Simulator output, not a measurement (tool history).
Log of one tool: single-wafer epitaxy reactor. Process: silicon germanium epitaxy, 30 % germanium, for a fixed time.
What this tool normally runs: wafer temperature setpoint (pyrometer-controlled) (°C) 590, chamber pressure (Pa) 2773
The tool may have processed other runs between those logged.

| run | hour | wafer temperature setpoint (pyrometer-controlled) (°C) | chamber pressure (Pa) | read-back reference wafer on the same gauge, thickness_nm | mean film thickness on the monitor wafer (angstrom) |
|---|---|---|---|---|---|
| 1 | 0.0 | 590 | 3120 | 46.905 | 492.57 |
| 2 | 29.4 | 590 | 2773 | 46.842 | 464.85 |
| 3 | 51.6 | 590 | 2773 | 46.900 | 467.16 |
| 4 | 77.4 | 590 | 2306 | 46.713 | 430.09 |
| 5 | 91.6 | 590 | 2306 | 46.758 | 431.11 |
| 6 | 117.8 | 590 | 2306 | 46.862 | 431.99 |
| 7 | 149.3 | 590 | 2773 | 46.773 | 464.20 |
| 8 | 181.8 | 590 | 2773 | 46.856 | 467.15 |
| 9 | 272.1 | 590 | 2773 | 46.751 | 467.02 |
| 10 | 304.6 | 596 | 2773 | 46.777 | 507.84 |
| 11 | 323.4 | 596 | 2773 | 46.844 | 511.92 |
| 12 | 344.3 | 596 | 2773 | 46.770 | 508.93 |
| 13 | 356.8 | 590 | 2773 | 46.783 | 462.38 |
| 14 | 385.2 | 590 | 2773 | 46.849 | 460.25 |
| 15 | 401.9 | 590 | 2773 | 46.790 | 461.06 |
|  | 407.3 | gauge calibrated |
| 16 | 431.8 | 590 | 2773 | 46.771 | 467.19 |
| 17 | 448.8 | 590 | 2773 | 46.775 | 461.53 |
| 18 | 481.3 | 577 | 3360 | 46.753 | 399.63 |
| 19 | 497.7 | 578 | 2480 | 46.711 | 361.17 |
|  | 533.4 | showerhead replaced, of another model than before |
|  | 560.2 | capacitance manometer re-zeroed and calibrated |
| 20 | 560.7 | 590 | 3040 | 46.865 | 502.12 |
| 21 | 572.2 | 580 | 3440 | 46.791 | 449.13 |
| 22 | 598.1 | 579 | 2773 | 46.781 | 390.60 |
|  | 608.8 | pyrometer calibrated |
| 23 | 633.0 | 590 | 2773 | 46.785 | 473.64 |
| 24 | 655.9 | 581 | 3413 | 46.734 | 448.47 |
| 25 | 673.3 | 590 | 2773 | 46.881 | 471.54 |
| 26 | 707.6 | 577 | 3360 | 46.762 | 417.87 |
| 27 | 734.2 | 600 | 2253 | 46.877 | 489.96 |
| 28 | 767.2 | 590 | 2986 | 46.832 | 490.39 |
| 29 | 870.5 | 585 | 2120 | 46.860 | 371.95 |
| 30 | 893.7 | 590 | 2773 | 46.777 | 468.82 |
| 31 | 912.4 | 585 | 2186 | 46.787 | 375.11 |
| 32 | 940.0 | 578 | 3013 | 46.875 | 401.68 |
| 33 | 953.0 | 590 | 2773 | 46.710 | 467.50 |
| 34 | 976.4 | 590 | 2773 | 46.800 | 464.71 |
| 35 | 998.8 | 590 | 2773 | 46.803 | 466.34 |

Branching from run 35: 4 alternative next runs. What would each branch give?
| A | 999.2 | 590 | 2426 | ? | ? |
| B | 999.2 | 598 | 3440 | ? | ? |
| C | 999.2 | 583 | 3400 | ? | ? |
| D | 999.2 | 578 | 3226 | ? | ? |

| run | read-back reference wafer on the same gauge, thickness_nm | mean film thickness on the monitor wafer (angstrom) |
|---|---|---|
| A | 46.887 | 436.13 |
| B | 46.887 | 596.77 |
| C | 46.887 | 463.68 |
| D | 46.887 | 415.30 |
With no hidden state in the tool, these same runs would have given:
| run | mean film thickness on the monitor wafer (angstrom) |
|---|---|
| A | 447.58 |
| B | 612.43 |
| C | 475.85 |
| D | 426.19 |
